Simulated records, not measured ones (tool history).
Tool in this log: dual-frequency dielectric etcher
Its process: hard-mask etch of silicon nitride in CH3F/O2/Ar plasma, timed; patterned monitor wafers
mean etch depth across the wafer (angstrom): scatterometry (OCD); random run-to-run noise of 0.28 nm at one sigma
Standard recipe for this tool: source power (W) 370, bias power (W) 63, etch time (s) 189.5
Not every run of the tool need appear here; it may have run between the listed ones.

| run | hour | source power (W) | bias power (W) | etch time (s) | read-back reference wafer on the same gauge, depth_nm | mean etch depth across the wafer (angstrom) |
|---|---|---|---|---|---|---|
| 1 | 0.0 | 370 | 63 | 189.5 | 123.9 | 1237 |
| 2 | 25.0 | 370 | 63 | 189.5 | 123.9 | 1239 |
| 3 | 57.4 | 370 | 63 | 189.5 | 124.1 | 1234 |
| 4 | 71.4 | 370 | 63 | 189.5 | 124.1 | 1237 |
| 5 | 87.3 | 370 | 63 | 189.5 | 124.0 | 1233 |
| 6 | 100.9 | 340 | 63 | 189.5 | 124.0 | 1199 |
| 7 | 122.6 | 370 | 63 | 208.0 | 124.1 | 1351 |
| 8 | 154.0 | 370 | 63 | 189.5 | 124.1 | 1229 |
|  | 181.8 | wet clean of the chamber |
|  | 203.7 | upper electrode replaced |
| 9 | 204.2 | 370 | 74 | 189.5 | 123.9 | 1319 |
| 10 | 204.5 | 370 | 74 | 189.5 | 124.0 | 1319 |
| 11 | 232.8 | 370 | 55 | 189.5 | 124.1 | 1193 |
|  | 253.0 | gauge calibrated |
| 12 | 268.4 | 370 | 63 | 189.5 | 123.9 | 1243 |
| 13 | 288.6 | 370 | 63 | 189.5 | 124.0 | 1244 |
| 14 | 307.6 | 370 | 56 | 189.5 | 124.0 | 1196 |
| 15 | 335.4 | 440 | 57 | 223.0 | 124.1 | 1497 |

Forecast run 16:
|  | 347.4 | source power generator calibrated |
|  | 357.8 | bias power generator calibrated |
| 16 | 359.2 | 440 | 52 | 225.0 | ? | ? |

{"run 16": {"read-back reference wafer on the same gauge, depth_nm": 124.0, "mean etch depth across the wafer (angstrom)": 1472}}
Had the tool carried no hidden state, the very same run would have given mean etch depth across the wafer (angstrom) 1489.
